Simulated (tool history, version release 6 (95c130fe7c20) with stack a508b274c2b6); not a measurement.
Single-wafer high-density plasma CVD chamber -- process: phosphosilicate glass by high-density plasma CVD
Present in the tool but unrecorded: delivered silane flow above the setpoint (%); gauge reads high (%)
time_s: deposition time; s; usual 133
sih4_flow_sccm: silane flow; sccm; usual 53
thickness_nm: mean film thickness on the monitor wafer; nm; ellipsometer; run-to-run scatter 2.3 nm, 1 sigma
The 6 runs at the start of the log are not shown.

run,hour,time_s,sih4_flow_sccm,wafers since the last listed run,hours since the silane flow controller was replaced,hours since the gauge calibration,"read-back reference wafer on the same gauge, thickness_nm",thickness_nm
7,320,133,53,1013,2077.4,1028,810.441,670.462
8,354.3,133,53,330,2111.7,1062.3,809.792,667.92
9,414.4,133,53,579,2171.8,1122.4,810.386,665.987
10,454.2,133,53,383,2211.6,1162.2,809.996,671.259
11,534.8,133,53,777,2292.2,1242.8,810.997,662.855
12,606.3,133,53,689,2363.7,1314.3,811.045,667.797
13,676.6,133,53,678,2434,1384.6,809.992,667.396
14,747,133,53,679,2504.4,1455,809.666,667.283
15,786.5,133,53,381,2543.9,1494.5,810.466,666.513
16,858,133,53,689,2615.4,1566,810.697,666.395
17,891.9,114,56,327,2649.3,1599.9,810.001,596.51
18,949,114,56,550,2706.4,1657,809.455,592.637
19,986.7,133,53,363,2744.1,1694.7,809.74,659.819
20,1068,133,53,784,2825.4,1776,810.877,663.002
21,1124.5,133,53,545,2881.9,1832.5,811.341,665.044
22,1155.1,133,53,295,2912.5,1863.1,810.072,661.485
23,1222.4,156,53,649,2979.8,1930.4,810.167,772.874
24,1274.8,133,53,505,3032.2,1982.8,809.321,660.447
# hour 1347.2: silane flow controller replaced
25,1482.2,133,53,1923,135,2190.2,810.865,684.484
26,1544.4,157,48,599,197.2,2252.4,811.249,750.463
27,1600.2,155,45,538,253,2308.2,809.672,708.582
28,1627.5,133,53,263,280.3,2335.5,810.597,680.388

Run 29 has not been measured yet. What should we expect?
29,1690.4,133,53,606,343.2,2398.4,?,?

Run 29 measured read-back reference wafer on the same gauge, thickness_nm 809.371, thickness_nm 682.961 nm.
On a tool with no hidden condition, and with the same random variation, this run would have come out at thickness_nm 688.569 nm.
